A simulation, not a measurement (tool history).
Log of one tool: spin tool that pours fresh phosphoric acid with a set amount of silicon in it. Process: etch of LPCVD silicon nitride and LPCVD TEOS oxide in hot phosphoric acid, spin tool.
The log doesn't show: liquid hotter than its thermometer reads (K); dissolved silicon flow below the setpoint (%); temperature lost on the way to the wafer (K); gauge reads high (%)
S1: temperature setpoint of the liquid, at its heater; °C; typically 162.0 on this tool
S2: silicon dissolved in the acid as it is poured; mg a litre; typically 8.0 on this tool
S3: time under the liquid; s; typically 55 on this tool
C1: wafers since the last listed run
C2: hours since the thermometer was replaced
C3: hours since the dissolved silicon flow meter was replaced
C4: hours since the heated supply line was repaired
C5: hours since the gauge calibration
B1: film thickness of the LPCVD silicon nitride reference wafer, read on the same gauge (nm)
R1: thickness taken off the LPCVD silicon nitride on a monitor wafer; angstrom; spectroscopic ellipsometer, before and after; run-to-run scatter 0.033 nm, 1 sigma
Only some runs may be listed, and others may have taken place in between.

run	day	S1	S2	S3	C1	C2	C3	C4	C5	B1	R1
1	0.000	162.0	8.0	55	0	1136.7	720.6	484.8	254.1	139.992	58.86
2	1.258	162.0	8.0	55	512	1166.9	750.8	515.0	284.3	139.993	57.62
3	2.600	162.0	8.0	55	546	1199.1	783.0	547.2	316.5	140.002	58.68
4	3.992	164.5	8.0	55	566	1232.5	816.4	580.6	349.9	140.024	64.11
5	5.904	164.5	8.0	55	778	1278.4	862.3	626.5	395.8	140.021	63.00
# day 7.512: dissolved silicon flow meter replaced
6	7.892	164.5	8.0	55	792	1326.1	9.1	674.2	443.5	140.021	63.83
7	9.862	162.0	2.0	65	802	1373.4	56.4	721.5	490.8	139.974	69.10
8	11.546	162.0	8.0	55	685	1413.8	96.8	761.9	531.2	140.005	58.65
# day 12.708: thermometer replaced
9	14.129	162.0	8.0	55	1035	34.1	158.8	823.9	593.2	139.993	54.00
10	16.971	162.0	8.0	55	1157	102.3	227.0	892.1	661.4	139.997	54.95
11	19.933	160.0	8.0	30	1206	173.4	298.1	963.2	732.5	139.981	27.97
12	22.512	164.0	10.0	90	1050	235.3	360.0	1025.1	794.4	140.023	96.09
13	25.162	162.0	8.0	70	1079	298.9	423.6	1088.7	858.0	139.993	69.84
14	27.800	164.5	12.0	30	1074	362.2	486.9	1152.0	921.3	140.016	32.49
15	28.946	161.0	2.5	55	466	389.7	514.4	1179.5	948.8	140.006	53.57
# day 31.521: gauge calibrated
# day 33.292: heated supply line repaired
16	36.496	162.0	8.0	55	3057	570.9	695.6	76.9	119.4	140.041	55.49
17	37.571	160.0	10.5	80	437	596.7	721.4	102.7	145.2	139.996	77.02
18	40.046	164.0	13.5	35	1008	656.1	780.8	162.1	204.6	140.006	37.98

Run 19 has not been measured yet. What should we expect?
19	43.033	164.5	8.0	70	1216	727.8	852.5	233.8	276.3	?	?

{"run 19": {"B1": 140.016, "R1": 77.33}}
If the tool had no hidden condition, the same run with the same run-to-run variation would have returned R1 74.41 angstrom.
